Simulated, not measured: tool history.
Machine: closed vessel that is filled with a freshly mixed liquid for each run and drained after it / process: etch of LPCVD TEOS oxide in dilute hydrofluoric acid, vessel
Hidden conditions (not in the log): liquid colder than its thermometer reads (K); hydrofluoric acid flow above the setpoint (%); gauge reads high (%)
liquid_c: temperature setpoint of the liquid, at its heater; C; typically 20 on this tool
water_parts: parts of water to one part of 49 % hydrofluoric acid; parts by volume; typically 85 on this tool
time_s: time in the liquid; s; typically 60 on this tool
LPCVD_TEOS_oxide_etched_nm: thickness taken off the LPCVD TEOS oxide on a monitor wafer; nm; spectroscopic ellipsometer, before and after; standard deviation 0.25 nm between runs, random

run,day,liquid_c,water_parts,time_s,wafers since the last listed run,hours since the thermometer was replaced,hours since the hydrofluoric acid flow meter was replaced,hours since the gauge calibration,"read-back film thickness of the LPCVD TEOS oxide reference wafer, read on the same gauge (nm)",LPCVD_TEOS_oxide_etched_nm
1,0,20,85,60,0,686.4,1371.2,318.4,130.02,32.89
2,2.129,20,85,60,5369,737.5,1422.3,369.5,129.99,32.85
3,6.462,20,85,60,10927,841.5,1526.3,473.5,129.99,32.69
4,9.288,20,115,60,7123,909.3,1594.1,541.3,129.99,23.1
5,12.8,20,85,60,8857,993.6,1678.4,625.6,129.98,32.33
6,14.746,20,85,60,4906,1040.3,1725.1,672.3,130.01,32.02
# day 15.408: thermometer replaced
7,16.55,20,85,60,4444,27.4,1768.4,715.6,129.98,33.67
8,19.879,17,85,75,8395,107.3,1848.3,795.5,130,36.82
9,23.354,17,85,75,8762,190.7,1931.7,878.9,130.01,36.4
# day 25.362: hydrofluoric acid flow meter replaced
10,27.517,17,85,75,10391,290.6,51.7,978.8,130.03,36.85
11,29.829,20,85,60,5831,346.1,107.2,1034.3,129.98,32.94
12,31.517,20,85,60,4255,386.6,147.7,1074.8,130.01,33
13,35.912,24.5,125,80,11085,492.1,253.2,1180.3,130,34.15
14,39.262,18.5,85,30,8447,572.5,333.6,1260.7,129.99,15.29
15,43.104,17,85,75,9687,664.7,425.8,1352.9,130.03,36.28
16,46.283,17,105,90,8016,741,502.1,1429.2,130,34.64

Run 17, settings as shown, results not yet in. Your forecast:
# day 47.362: gauge calibrated
17,49.675,22.5,85,75,8552,822.4,583.5,55.5,?,?

read-back film thickness of the LPCVD TEOS oxide reference wafer, read on the same gauge (nm): 130.05
LPCVD_TEOS_oxide_etched_nm: 44.75 nm
Had the tool carried no hidden state, the very same run would have given LPCVD_TEOS_oxide_etched_nm 46.59 nm.
